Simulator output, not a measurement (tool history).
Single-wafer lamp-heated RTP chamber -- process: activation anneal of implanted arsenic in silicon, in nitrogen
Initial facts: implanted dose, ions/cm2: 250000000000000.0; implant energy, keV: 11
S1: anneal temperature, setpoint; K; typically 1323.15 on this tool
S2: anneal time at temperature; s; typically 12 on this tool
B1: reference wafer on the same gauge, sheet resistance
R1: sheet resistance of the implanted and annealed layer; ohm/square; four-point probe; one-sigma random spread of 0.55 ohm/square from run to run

{"run": 1, "hour": 0.0, "S1": 1315.15, "S2": 12, "B1": 395.12, "R1": 364.43}
{"run": 2, "hour": 16.1, "S1": 1315.15, "S2": 12, "B1": 395, "R1": 364.2}
{"hour": 29.3, "done": "reflector plate cleaned"}
{"run": 3, "hour": 52.1, "S1": 1323.15, "S2": 12, "B1": 394.92, "R1": 362.98}
{"run": 4, "hour": 87.7, "S1": 1323.15, "S2": 12, "B1": 394.94, "R1": 363.25}
{"run": 5, "hour": 109.2, "S1": 1323.15, "S2": 12, "B1": 395.09, "R1": 363.06}
{"hour": 175.9, "done": "gauge calibrated"}
{"hour": 198.0, "done": "pyrometer window cleaned and pyrometer calibrated"}
{"hour": 218.2, "done": "reflector plate cleaned"}
{"run": 6, "hour": 218.7, "S1": 1323.15, "S2": 7, "B1": 395, "R1": 370.59}
{"run": 7, "hour": 245.1, "S1": 1323.15, "S2": 7, "B1": 395.1, "R1": 369.5}
{"run": 8, "hour": 277.2, "S1": 1323.15, "S2": 12, "B1": 395.04, "R1": 364.15}
{"run": 9, "hour": 291.3, "S1": 1304.15, "S2": 10, "B1": 394.99, "R1": 369.68}
{"run": 10, "hour": 317.2, "S1": 1353.15, "S2": 15, "B1": 394.89, "R1": 353.31}
{"run": 11, "hour": 332.5, "S1": 1323.15, "S2": 16, "B1": 395.02, "R1": 360.25}
{"run": 12, "hour": 344.7, "S1": 1301.15, "S2": 18, "B1": 395.24, "R1": 364.52}
{"run": 13, "hour": 363.8, "S1": 1323.15, "S2": 10, "B1": 395.08, "R1": 365.19}

For run 14, what comes out?
{"run": 14, "hour": 385.1, "S1": 1323.15, "S2": 5, "B1": "?", "R1": "?"}

B1: 395.11
R1: 372.39 ohm/square
The same run, on a tool lacking any hidden state, would have yielded R1 373.99 ohm/square.
